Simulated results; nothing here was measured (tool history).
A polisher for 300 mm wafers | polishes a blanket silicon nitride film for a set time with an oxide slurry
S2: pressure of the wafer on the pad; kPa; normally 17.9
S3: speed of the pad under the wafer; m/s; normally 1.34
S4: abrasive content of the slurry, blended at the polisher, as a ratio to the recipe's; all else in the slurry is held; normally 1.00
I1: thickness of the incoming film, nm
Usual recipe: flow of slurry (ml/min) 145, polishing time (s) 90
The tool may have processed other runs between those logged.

run 1 hour=0.0 | flow_of_slurry_(ml/min)=145 S2=17.9 S3=1.34 S4=0.80 polishing_time_(s)=90 | I1=417.6 | film_removed_(nm)=33.4
run 2 hour=49.5 | flow_of_slurry_(ml/min)=145 S2=17.9 S3=1.34 S4=1.00 polishing_time_(s)=90 | I1=420.2 | film_removed_(nm)=34.2
-- hour=93.0 head pressure recalibrated
-- hour=122.2 slurry blender recalibrated
run 3 hour=147.8 | flow_of_slurry_(ml/min)=145 S2=17.9 S3=1.34 S4=1.00 polishing_time_(s)=90 | I1=420.3 | film_removed_(nm)=35.1
run 4 hour=193.8 | flow_of_slurry_(ml/min)=145 S2=17.9 S3=1.34 S4=1.00 polishing_time_(s)=90 | I1=419.7 | film_removed_(nm)=34.3
-- hour=201.4 worn pad replaced by a new one
run 5 hour=260.0 | flow_of_slurry_(ml/min)=120 S2=17.9 S3=1.34 S4=1.00 polishing_time_(s)=102 | I1=417.4 | film_removed_(nm)=35.7
-- hour=302.7 slurry nozzle cleaned
run 6 hour=326.3 | flow_of_slurry_(ml/min)=145 S2=17.9 S3=1.34 S4=1.00 polishing_time_(s)=90 | I1=418.9 | film_removed_(nm)=40.6
-- hour=374.8 conditioning disc replaced and pad reconditioned
run 7 hour=407.6 | flow_of_slurry_(ml/min)=180 S2=17.9 S3=1.34 S4=0.85 polishing_time_(s)=90 | I1=421.9 | film_removed_(nm)=39.6
-- hour=450.4 slurry blender recalibrated
run 8 hour=483.1 | flow_of_slurry_(ml/min)=180 S2=17.9 S3=1.34 S4=0.85 polishing_time_(s)=90 | I1=425.7 | film_removed_(nm)=39.6
-- hour=519.9 worn pad replaced by a new one
run 9 hour=536.5 | flow_of_slurry_(ml/min)=145 S2=17.9 S3=1.22 S4=1.00 polishing_time_(s)=90 | I1=411.3 | film_removed_(nm)=35.9
-- hour=543.0 head pressure recalibrated
run 10 hour=616.7 | flow_of_slurry_(ml/min)=145 S2=17.9 S3=1.34 S4=1.00 polishing_time_(s)=90 | I1=415.5 | film_removed_(nm)=37.6
run 11 hour=675.3 | flow_of_slurry_(ml/min)=145 S2=17.9 S3=1.34 S4=1.00 polishing_time_(s)=90 | I1=419.6 | film_removed_(nm)=37.5
-- hour=750.9 slurry blender recalibrated
-- hour=788.5 conditioning disc replaced and pad reconditioned
run 12 hour=802.9 | flow_of_slurry_(ml/min)=130 S2=17.9 S3=1.14 S4=1.00 polishing_time_(s)=90 | I1=412.9 | film_removed_(nm)=31.4
-- hour=850.7 worn pad replaced by a new one
run 13 hour=886.1 | flow_of_slurry_(ml/min)=130 S2=17.9 S3=1.34 S4=1.15 polishing_time_(s)=90 | I1=420.7 | film_removed_(nm)=35.8
-- hour=959.4 head pressure recalibrated
run 14 hour=961.1 | flow_of_slurry_(ml/min)=195 S2=20.0 S3=1.78 S4=1.00 polishing_time_(s)=81 | I1=424.7 | film_removed_(nm)=47.7
run 15 hour=1062.0 | flow_of_slurry_(ml/min)=115 S2=17.9 S3=1.78 S4=1.00 polishing_time_(s)=90 | I1=419.8 | film_removed_(nm)=41.1
-- hour=1069.9 slurry blender recalibrated
-- hour=1078.6 slurry nozzle cleaned
run 16 hour=1133.9 | flow_of_slurry_(ml/min)=130 S2=24.1 S3=1.34 S4=1.00 polishing_time_(s)=90 | I1=417.5 | film_removed_(nm)=49.8
-- hour=1213.4 worn pad replaced by a new one
-- hour=1222.6 conditioning disc replaced and pad reconditioned
run 17 hour=1240.7 | flow_of_slurry_(ml/min)=130 S2=24.1 S3=1.34 S4=1.00 polishing_time_(s)=90 | I1=417.7 | film_removed_(nm)=48.9
run 18 hour=1345.9 | flow_of_slurry_(ml/min)=145 S2=17.9 S3=1.34 S4=1.00 polishing_time_(s)=90 | I1=419.2 | film_removed_(nm)=37.0
-- hour=1363.0 head pressure recalibrated
-- hour=1393.8 slurry blender recalibrated
run 19 hour=1425.1 | flow_of_slurry_(ml/min)=130 S2=24.1 S3=1.34 S4=1.00 polishing_time_(s)=90 | I1=418.4 | film_removed_(nm)=44.7
run 20 hour=1469.4 | flow_of_slurry_(ml/min)=145 S2=19.3 S3=1.34 S4=1.00 polishing_time_(s)=76 | I1=416.6 | film_removed_(nm)=32.8
-- hour=1517.5 worn pad replaced by a new one
run 21 hour=1522.1 | flow_of_slurry_(ml/min)=95 S2=17.9 S3=1.54 S4=0.70 polishing_time_(s)=105 | I1=425.4 | film_removed_(nm)=36.7
run 22 hour=1564.6 | flow_of_slurry_(ml/min)=145 S2=17.9 S3=1.34 S4=1.00 polishing_time_(s)=90 | I1=413.8 | film_removed_(nm)=36.2
run 23 hour=1653.3 | flow_of_slurry_(ml/min)=175 S2=17.9 S3=1.34 S4=1.00 polishing_time_(s)=90 | I1=422.0 | film_removed_(nm)=38.2

Predict each of these 4 candidate next runs independently; none follows another, all start after run 23:
run A hour=1653.7 | flow_of_slurry_(ml/min)=145 S2=14.5 S3=1.34 S4=1.00 polishing_time_(s)=90 | I1=418.4 | film_removed_(nm)=?
run B hour=1653.7 | flow_of_slurry_(ml/min)=145 S2=17.9 S3=1.50 S4=0.75 polishing_time_(s)=63 | I1=418.4 | film_removed_(nm)=?
run C hour=1653.7 | flow_of_slurry_(ml/min)=115 S2=20.7 S3=1.34 S4=1.00 polishing_time_(s)=90 | I1=418.4 | film_removed_(nm)=?
run D hour=1653.7 | flow_of_slurry_(ml/min)=130 S2=17.9 S3=1.34 S4=1.00 polishing_time_(s)=59 | I1=418.4 | film_removed_(nm)=?

run=A film_removed_(nm)=30.0
run=B film_removed_(nm)=25.2
run=C film_removed_(nm)=35.9
run=D film_removed_(nm)=22.2
Stripped of hidden state, with their random variation kept, the same runs would have yielded:
run=A film_removed_(nm)=34.9
run=B film_removed_(nm)=29.3
run=C film_removed_(nm)=43.4
run=D film_removed_(nm)=26.2
